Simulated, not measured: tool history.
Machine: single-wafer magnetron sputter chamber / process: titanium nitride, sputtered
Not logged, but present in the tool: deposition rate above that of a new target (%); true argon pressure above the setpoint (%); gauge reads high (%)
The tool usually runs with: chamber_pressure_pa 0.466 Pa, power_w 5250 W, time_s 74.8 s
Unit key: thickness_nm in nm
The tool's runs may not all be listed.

| run | hour | chamber_pressure_pa | power_w | time_s | wafers since the last listed run | wafers on the sputter target | hours since the last manometer calibration | hours since the magnet pack was replaced | hours since the gauge calibration | read-back reference wafer on the same gauge, thickness_nm | thickness_nm |
|---|---|---|---|---|---|---|---|---|---|---|---|
| 1 | 0.0 | 0.568 | 5250 | 74.8 | 0 | 129 | 1187.1 | 7664.1 | 682.9 | 62.678 | 60.943 |
| 2 | 25.5 | 0.466 | 5250 | 74.8 | 289 | 419 | 1212.6 | 7689.6 | 708.4 | 62.676 | 65.588 |
| 3 | 50.5 | 0.466 | 5250 | 74.8 | 284 | 703 | 1237.6 | 7714.6 | 733.4 | 62.812 | 65.230 |
| 4 | 71.9 | 0.466 | 5250 | 74.8 | 243 | 946 | 1259.0 | 7736.0 | 754.8 | 62.832 | 64.965 |
| 5 | 90.7 | 0.466 | 5250 | 70.6 | 213 | 1160 | 1277.8 | 7754.8 | 773.6 | 62.931 | 61.333 |
| 6 | 119.6 | 0.466 | 5250 | 70.6 | 328 | 1489 | 1306.7 | 7783.7 | 802.5 | 63.104 | 61.156 |
| 7 | 142.4 | 0.466 | 5250 | 64.7 | 259 | 1748 | 1329.5 | 7806.5 | 825.3 | 63.243 | 56.751 |
| 8 | 161.1 | 0.466 | 5250 | 64.7 | 212 | 1961 | 1348.2 | 7825.2 | 844.0 | 63.359 | 55.788 |
| 9 | 191.5 | 0.466 | 5250 | 85.8 | 345 | 2307 | 1378.6 | 7855.6 | 874.4 | 63.420 | 75.176 |
|  | 194.8 | gauge calibrated |
| 10 | 218.2 | 0.466 | 5250 | 85.8 | 303 | 2610 | 1405.3 | 7882.3 | 23.4 | 61.341 | 72.299 |
| 11 | 237.9 | 0.466 | 5250 | 85.8 | 224 | 2834 | 1425.0 | 7902.0 | 43.1 | 61.307 | 73.221 |
|  | 264.0 | magnet pack replaced |
| 12 | 264.5 | 0.586 | 5250 | 74.8 | 211 | 3046 | 1451.6 | 0.5 | 69.7 | 61.458 | 59.479 |
| 13 | 279.3 | 0.586 | 5250 | 74.8 | 168 | 3214 | 1466.4 | 15.3 | 84.5 | 61.404 | 59.255 |
| 14 | 303.6 | 0.586 | 5250 | 74.8 | 276 | 3490 | 1490.7 | 39.6 | 108.8 | 61.342 | 58.294 |
| 15 | 320.8 | 0.625 | 4900 | 74.8 | 195 | 3686 | 1507.9 | 56.8 | 126.0 | 61.386 | 53.455 |
| 16 | 334.2 | 0.466 | 5250 | 74.8 | 152 | 3838 | 1521.3 | 70.2 | 139.4 | 61.458 | 63.563 |
| 17 | 361.4 | 0.343 | 5250 | 74.8 | 309 | 4148 | 1548.5 | 97.4 | 166.6 | 61.458 | 69.247 |
|  | 376.5 | sputter target and shields replaced |
| 18 | 379.8 | 0.386 | 6000 | 84.3 | 118 | 38 | 1566.9 | 115.8 | 185.0 | 61.354 | 85.522 |
| 19 | 404.5 | 0.358 | 5850 | 62.5 | 280 | 318 | 1591.6 | 140.5 | 209.7 | 61.440 | 62.808 |
| 20 | 432.3 | 0.317 | 5600 | 74.8 | 316 | 635 | 1619.4 | 168.3 | 237.5 | 61.490 | 74.389 |
| 21 | 446.7 | 0.466 | 5250 | 74.8 | 163 | 798 | 1633.8 | 182.7 | 251.9 | 61.506 | 63.807 |
| 22 | 464.8 | 0.553 | 5250 | 86.4 | 205 | 1004 | 1651.9 | 200.8 | 270.0 | 61.600 | 69.174 |
| 23 | 496.6 | 0.466 | 5250 | 74.8 | 361 | 1366 | 1683.7 | 232.6 | 301.8 | 61.645 | 64.026 |
|  | 557.4 | capacitance manometer re-zeroed and calibrated |
| 24 | 557.9 | 0.568 | 5250 | 74.8 | 606 | 1972 | 0.5 | 293.9 | 363.1 | 61.795 | 60.051 |
| 25 | 581.0 | 0.611 | 6000 | 74.8 | 262 | 2235 | 23.6 | 317.0 | 386.2 | 61.839 | 66.939 |
| 26 | 611.0 | 0.466 | 6500 | 74.8 | 341 | 2576 | 53.6 | 347.0 | 416.2 | 61.747 | 78.872 |
| 27 | 625.7 | 0.466 | 5250 | 74.8 | 167 | 2743 | 68.3 | 361.7 | 430.9 | 61.879 | 63.881 |
| 28 | 646.0 | 0.466 | 5250 | 74.8 | 230 | 2974 | 88.6 | 382.0 | 451.2 | 61.911 | 64.044 |
| 29 | 663.8 | 0.568 | 5250 | 74.8 | 202 | 3176 | 106.4 | 399.8 | 469.0 | 61.991 | 59.954 |
| 30 | 683.4 | 0.599 | 5250 | 74.8 | 222 | 3399 | 126.0 | 419.4 | 488.6 | 62.184 | 58.980 |
| 31 | 709.5 | 0.368 | 6400 | 74.8 | 296 | 3696 | 152.1 | 445.5 | 514.7 | 62.148 | 83.067 |
| 32 | 722.7 | 0.647 | 5250 | 68.5 | 150 | 3846 | 165.3 | 458.7 | 527.9 | 61.961 | 52.658 |
| 33 | 747.1 | 0.359 | 4000 | 64.7 | 277 | 4123 | 189.7 | 483.1 | 552.3 | 62.233 | 45.231 |
|  | 768.7 | sputter target and shields replaced |
| 34 | 770.7 | 0.466 | 5250 | 74.8 | 177 | 22 | 213.3 | 506.7 | 575.9 | 62.171 | 64.303 |

Describe how what the log doesn't record of the tool's condition differs between the last listed run preceding each entry between runs and the first listed run following it.
Runs 9 to 10: gauge calibrated (hour 194.8)
  gauge reads high (%): 3.53 -> 0.0703
  measured result minus the result with no hidden state, thickness_nm: +2.561 -> +0.051 nm
Runs 11 to 12: magnet pack replaced (hour 264.0)
  gauge reads high (%): 0.0765 -> 0.0905
  measured result minus the result with no hidden state, thickness_nm: +0.056 -> +0.054 nm
Runs 17 to 18: sputter target and shields replaced (hour 376.5)
  gauge reads high (%): 0.198 -> 0.228
  measured result minus the result with no hidden state, thickness_nm: +0.136 -> +0.195 nm
Runs 23 to 24: capacitance manometer re-zeroed and calibrated (hour 557.4)
  gauge reads high (%): 0.496 -> 0.687
  measured result minus the result with no hidden state, thickness_nm: +0.316 -> +0.410 nm
Runs 33 to 34: sputter target and shields replaced (hour 768.7)
  gauge reads high (%): 1.5 -> 1.63
  measured result minus the result with no hidden state, thickness_nm: +0.668 -> +1.029 nm
